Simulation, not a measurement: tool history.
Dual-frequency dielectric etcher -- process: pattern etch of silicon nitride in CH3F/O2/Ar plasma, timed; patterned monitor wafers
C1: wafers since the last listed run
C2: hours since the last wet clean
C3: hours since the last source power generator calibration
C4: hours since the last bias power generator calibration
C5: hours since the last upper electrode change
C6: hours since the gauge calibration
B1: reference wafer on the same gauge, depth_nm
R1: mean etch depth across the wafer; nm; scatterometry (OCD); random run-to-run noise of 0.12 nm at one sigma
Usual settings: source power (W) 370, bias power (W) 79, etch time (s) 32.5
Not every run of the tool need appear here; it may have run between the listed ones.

run 1 hour=0 | source_power_(W)=370 bias_power_(W)=79 etch_time_(s)=32.5 | C1=0 C2=470.6 C3=3311.5 C4=110.6 C5=1894.9 C6=1924 | B1=22.04 | R1=23.08
-- hour=38.6 wet clean of the chamber
run 2 hour=39.1 | source_power_(W)=370 bias_power_(W)=79 etch_time_(s)=32.5 | C1=217 C2=0.5 C3=3350.6 C4=149.7 C5=1934 C6=1963.1 | B1=22.02 | R1=23.05
run 3 hour=60.8 | source_power_(W)=370 bias_power_(W)=79 etch_time_(s)=38.5 | C1=312 C2=22.2 C3=3372.3 C4=171.4 C5=1955.7 C6=1984.8 | B1=22.02 | R1=27.21
run 4 hour=131.8 | source_power_(W)=370 bias_power_(W)=79 etch_time_(s)=25.5 | C1=1023 C2=93.2 C3=3443.3 C4=242.4 C5=2026.7 C6=2055.8 | B1=21.97 | R1=18.08
run 5 hour=208.6 | source_power_(W)=370 bias_power_(W)=79 etch_time_(s)=25.5 | C1=1106 C2=170 C3=3520.1 C4=319.2 C5=2103.5 C6=2132.6 | B1=21.94 | R1=17.99
run 6 hour=271.2 | source_power_(W)=370 bias_power_(W)=79 etch_time_(s)=25.5 | C1=902 C2=232.6 C3=3582.7 C4=381.8 C5=2166.1 C6=2195.2 | B1=21.92 | R1=17.87
-- hour=309.3 upper electrode replaced
run 7 hour=309.8 | source_power_(W)=300 bias_power_(W)=69 etch_time_(s)=32.5 | C1=210 C2=271.2 C3=3621.3 C4=420.4 C5=0.5 C6=2233.8 | B1=21.95 | R1=19.25
run 8 hour=335.3 | source_power_(W)=330 bias_power_(W)=66 etch_time_(s)=32.5 | C1=367 C2=296.7 C3=3646.8 C4=445.9 C5=26 C6=2259.3 | B1=21.89 | R1=19.78
run 9 hour=363.9 | source_power_(W)=430 bias_power_(W)=79 etch_time_(s)=39 | C1=412 C2=325.3 C3=3675.4 C4=474.5 C5=54.6 C6=2287.9 | B1=21.84 | R1=29.63
-- hour=373.1 gauge calibrated
run 10 hour=429 | source_power_(W)=370 bias_power_(W)=79 etch_time_(s)=32.5 | C1=938 C2=390.4 C3=3740.5 C4=539.6 C5=119.7 C6=55.9 | B1=22.89 | R1=23.82
-- hour=468.3 wet clean of the chamber
run 11 hour=491.7 | source_power_(W)=370 bias_power_(W)=63 etch_time_(s)=27 | C1=557 C2=23.4 C3=3803.2 C4=602.3 C5=182.4 C6=118.6 | B1=22.85 | R1=17.92
-- hour=511.3 source power generator calibrated
run 12 hour=547.5 | source_power_(W)=370 bias_power_(W)=79 etch_time_(s)=32.5 | C1=746 C2=79.2 C3=36.2 C4=658.1 C5=238.2 C6=174.4 | B1=22.81 | R1=24
run 13 hour=603.3 | source_power_(W)=340 bias_power_(W)=67 etch_time_(s)=41.5 | C1=804 C2=135 C3=92 C4=713.9 C5=294 C6=230.2 | B1=22.86 | R1=27.09
run 14 hour=663 | source_power_(W)=370 bias_power_(W)=79 etch_time_(s)=32.5 | C1=860 C2=194.7 C3=151.7 C4=773.6 C5=353.7 C6=289.9 | B1=22.78 | R1=23.72
run 15 hour=731.3 | source_power_(W)=370 bias_power_(W)=62 etch_time_(s)=32.5 | C1=984 C2=263 C3=220 C4=841.9 C5=422 C6=358.2 | B1=22.73 | R1=21.58
run 16 hour=795.2 | source_power_(W)=370 bias_power_(W)=79 etch_time_(s)=32.5 | C1=920 C2=326.9 C3=283.9 C4=905.8 C5=485.9 C6=422.1 | B1=22.74 | R1=23.81
-- hour=855.5 wet clean of the chamber
run 17 hour=856 | source_power_(W)=370 bias_power_(W)=96 etch_time_(s)=32.5 | C1=530 C2=0.5 C3=344.7 C4=966.6 C5=546.7 C6=482.9 | B1=22.74 | R1=25.73
run 18 hour=869.2 | source_power_(W)=370 bias_power_(W)=79 etch_time_(s)=23 | C1=190 C2=13.7 C3=357.9 C4=979.8 C5=559.9 C6=496.1 | B1=22.75 | R1=16.77
run 19 hour=916.5 | source_power_(W)=400 bias_power_(W)=88 etch_time_(s)=41 | C1=681 C2=61 C3=405.2 C4=1027.1 C5=607.2 C6=543.4 | B1=22.69 | R1=32.51
run 20 hour=952.6 | source_power_(W)=320 bias_power_(W)=66 etch_time_(s)=32.5 | C1=520 C2=97.1 C3=441.3 C4=1063.2 C5=643.3 C6=579.5 | B1=22.67 | R1=20.05
run 21 hour=1018.3 | source_power_(W)=300 bias_power_(W)=79 etch_time_(s)=37 | C1=946 C2=162.8 C3=507 C4=1128.9 C5=709 C6=645.2 | B1=22.65 | R1=23.78
run 22 hour=1055.7 | source_power_(W)=370 bias_power_(W)=98 etch_time_(s)=41.5 | C1=538 C2=200.2 C3=544.4 C4=1166.3 C5=746.4 C6=682.6 | B1=22.59 | R1=32.92

Run 23, settings as shown, results not yet in. Your forecast:
run 23 hour=1082.8 | source_power_(W)=370 bias_power_(W)=72 etch_time_(s)=36.5 | C1=390 C2=227.3 C3=571.5 C4=1193.4 C5=773.5 C6=709.7 | B1=? | R1=?

For run 23 the tool returned B1 22.6, R1 25.45 nm.
Minus the tool's unlogged condition, the same run would have read R1 26.12 nm.
